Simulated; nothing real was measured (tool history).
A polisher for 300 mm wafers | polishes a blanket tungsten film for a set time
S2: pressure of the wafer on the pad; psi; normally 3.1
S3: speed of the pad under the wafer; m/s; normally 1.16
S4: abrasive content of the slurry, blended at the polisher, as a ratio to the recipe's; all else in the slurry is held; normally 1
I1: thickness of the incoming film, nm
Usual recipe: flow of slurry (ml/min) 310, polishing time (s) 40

{"run": 1, "hour": 0.0, "flow of slurry (ml/min)": 310, "S2": 3.1, "S3": 1.16, "S4": 1, "polishing time (s)": 40, "I1": 1121.6, "film removed (angstrom)": 1751}
{"run": 2, "hour": 17.3, "flow of slurry (ml/min)": 310, "S2": 3.1, "S3": 1.16, "S4": 1, "polishing time (s)": 40, "I1": 1123, "film removed (angstrom)": 1695}
{"run": 3, "hour": 28.5, "flow of slurry (ml/min)": 310, "S2": 3.1, "S3": 1.38, "S4": 1, "polishing time (s)": 40, "I1": 1120.3, "film removed (angstrom)": 2016}
{"run": 4, "hour": 38.9, "flow of slurry (ml/min)": 310, "S2": 3.1, "S3": 1.38, "S4": 1, "polishing time (s)": 40, "I1": 1114, "film removed (angstrom)": 2028}
{"run": 5, "hour": 45.3, "flow of slurry (ml/min)": 310, "S2": 3.1, "S3": 1.38, "S4": 1, "polishing time (s)": 40, "I1": 1111.4, "film removed (angstrom)": 2003}
{"hour": 48.0, "done": "slurry blender recalibrated"}
{"hour": 53.1, "done": "worn pad replaced by a new one"}
{"hour": 55.0, "done": "slurry tank refilled with fresh slurry and peroxide"}
{"run": 6, "hour": 56.5, "flow of slurry (ml/min)": 310, "S2": 3.1, "S3": 1.16, "S4": 1, "polishing time (s)": 48, "I1": 1097.8, "film removed (angstrom)": 2043}
{"run": 7, "hour": 65.7, "flow of slurry (ml/min)": 310, "S2": 3.1, "S3": 1.16, "S4": 1, "polishing time (s)": 48, "I1": 1111, "film removed (angstrom)": 2039}
{"run": 8, "hour": 82.9, "flow of slurry (ml/min)": 310, "S2": 3.1, "S3": 1.16, "S4": 1, "polishing time (s)": 43, "I1": 1129.4, "film removed (angstrom)": 1819}
{"run": 9, "hour": 91.0, "flow of slurry (ml/min)": 370, "S2": 3.1, "S3": 1.16, "S4": 1, "polishing time (s)": 40, "I1": 1111.2, "film removed (angstrom)": 1701}
{"run": 10, "hour": 99.9, "flow of slurry (ml/min)": 310, "S2": 3.1, "S3": 1.16, "S4": 1.25, "polishing time (s)": 40, "I1": 1106.8, "film removed (angstrom)": 1853}
{"run": 11, "hour": 113.7, "flow of slurry (ml/min)": 310, "S2": 2.2, "S3": 1.16, "S4": 1, "polishing time (s)": 40, "I1": 1125.9, "film removed (angstrom)": 1211}
{"run": 12, "hour": 124.3, "flow of slurry (ml/min)": 310, "S2": 3.1, "S3": 1.16, "S4": 1, "polishing time (s)": 40, "I1": 1102.5, "film removed (angstrom)": 1695}
{"run": 13, "hour": 132.3, "flow of slurry (ml/min)": 310, "S2": 3.1, "S3": 1.16, "S4": 0.8, "polishing time (s)": 40, "I1": 1105, "film removed (angstrom)": 1590}
{"run": 14, "hour": 151.1, "flow of slurry (ml/min)": 310, "S2": 3.1, "S3": 1.36, "S4": 1, "polishing time (s)": 40, "I1": 1105.9, "film removed (angstrom)": 1923}
{"hour": 152.3, "done": "slurry nozzle cleaned"}
{"hour": 154.5, "done": "head pressure recalibrated"}
{"hour": 157.5, "done": "worn pad replaced by a new one"}
{"run": 15, "hour": 158.1, "flow of slurry (ml/min)": 310, "S2": 3.1, "S3": 1.16, "S4": 1, "polishing time (s)": 40, "I1": 1097.4, "film removed (angstrom)": 1800}
{"run": 16, "hour": 195.3, "flow of slurry (ml/min)": 310, "S2": 3.1, "S3": 1.16, "S4": 1, "polishing time (s)": 40, "I1": 1114.7, "film removed (angstrom)": 1760}
{"run": 17, "hour": 203.0, "flow of slurry (ml/min)": 310, "S2": 3.1, "S3": 1.16, "S4": 1, "polishing time (s)": 40, "I1": 1108.3, "film removed (angstrom)": 1735}
{"run": 18, "hour": 211.5, "flow of slurry (ml/min)": 255, "S2": 3.9, "S3": 1.02, "S4": 1, "polishing time (s)": 28, "I1": 1096.4, "film removed (angstrom)": 1370}
{"hour": 218.0, "done": "slurry tank refilled with fresh slurry and peroxide"}
{"run": 19, "hour": 227.9, "flow of slurry (ml/min)": 310, "S2": 3.6, "S3": 1.16, "S4": 1, "polishing time (s)": 36, "I1": 1113.7, "film removed (angstrom)": 1820}
{"run": 20, "hour": 236.0, "flow of slurry (ml/min)": 310, "S2": 2.6, "S3": 1.48, "S4": 1, "polishing time (s)": 40, "I1": 1089.9, "film removed (angstrom)": 1877}
{"run": 21, "hour": 250.6, "flow of slurry (ml/min)": 310, "S2": 2.6, "S3": 1.44, "S4": 1, "polishing time (s)": 40, "I1": 1124.1, "film removed (angstrom)": 1805}
{"hour": 273.4, "done": "worn pad replaced by a new one"}
{"run": 22, "hour": 275.1, "flow of slurry (ml/min)": 215, "S2": 3.1, "S3": 1.16, "S4": 1, "polishing time (s)": 40, "I1": 1097.2, "film removed (angstrom)": 1609}
{"run": 23, "hour": 286.3, "flow of slurry (ml/min)": 310, "S2": 3.1, "S3": 1.16, "S4": 1.25, "polishing time (s)": 40, "I1": 1132.3, "film removed (angstrom)": 1851}
{"run": 24, "hour": 304.2, "flow of slurry (ml/min)": 310, "S2": 3.6, "S3": 1.16, "S4": 1, "polishing time (s)": 36, "I1": 1117.8, "film removed (angstrom)": 1794}
{"run": 25, "hour": 318.3, "flow of slurry (ml/min)": 225, "S2": 3.5, "S3": 1.16, "S4": 0.85, "polishing time (s)": 40, "I1": 1100.5, "film removed (angstrom)": 1767}
{"run": 26, "hour": 329.3, "flow of slurry (ml/min)": 310, "S2": 3.5, "S3": 1, "S4": 1, "polishing time (s)": 40, "I1": 1119.7, "film removed (angstrom)": 1691}

Consider 5 possible next runs. They are alternatives, not a sequence: every one starts from the tool as it was left by run 26. What does each give?
{"run": "A", "hour": 329.7, "flow of slurry (ml/min)": 310, "S2": 3.1, "S3": 1.16, "S4": 1, "polishing time (s)": 40, "I1": 1095.9, "film removed (angstrom)": "?"}
{"run": "B", "hour": 329.7, "flow of slurry (ml/min)": 380, "S2": 3.1, "S3": 1.02, "S4": 1, "polishing time (s)": 40, "I1": 1095.9, "film removed (angstrom)": "?"}
{"run": "C", "hour": 329.7, "flow of slurry (ml/min)": 310, "S2": 3.1, "S3": 1.16, "S4": 1.15, "polishing time (s)": 40, "I1": 1095.9, "film removed (angstrom)": "?"}
{"run": "D", "hour": 329.7, "flow of slurry (ml/min)": 310, "S2": 3.1, "S3": 0.98, "S4": 1.3, "polishing time (s)": 40, "I1": 1095.9, "film removed (angstrom)": "?"}
{"run": "E", "hour": 329.7, "flow of slurry (ml/min)": 310, "S2": 3.1, "S3": 1.16, "S4": 1, "polishing time (s)": 32, "I1": 1095.9, "film removed (angstrom)": "?"}

run=A film_removed_(angstrom)=1703
run=B film_removed_(angstrom)=1553
run=C film_removed_(angstrom)=1773
run=D film_removed_(angstrom)=1570
run=E film_removed_(angstrom)=1362
With the hidden condition removed and each run's random variation left untouched, the same runs would have given:
run=A film_removed_(angstrom)=1796
run=B film_removed_(angstrom)=1622
run=C film_removed_(angstrom)=1870
run=D film_removed_(angstrom)=1656
run=E film_removed_(angstrom)=1437
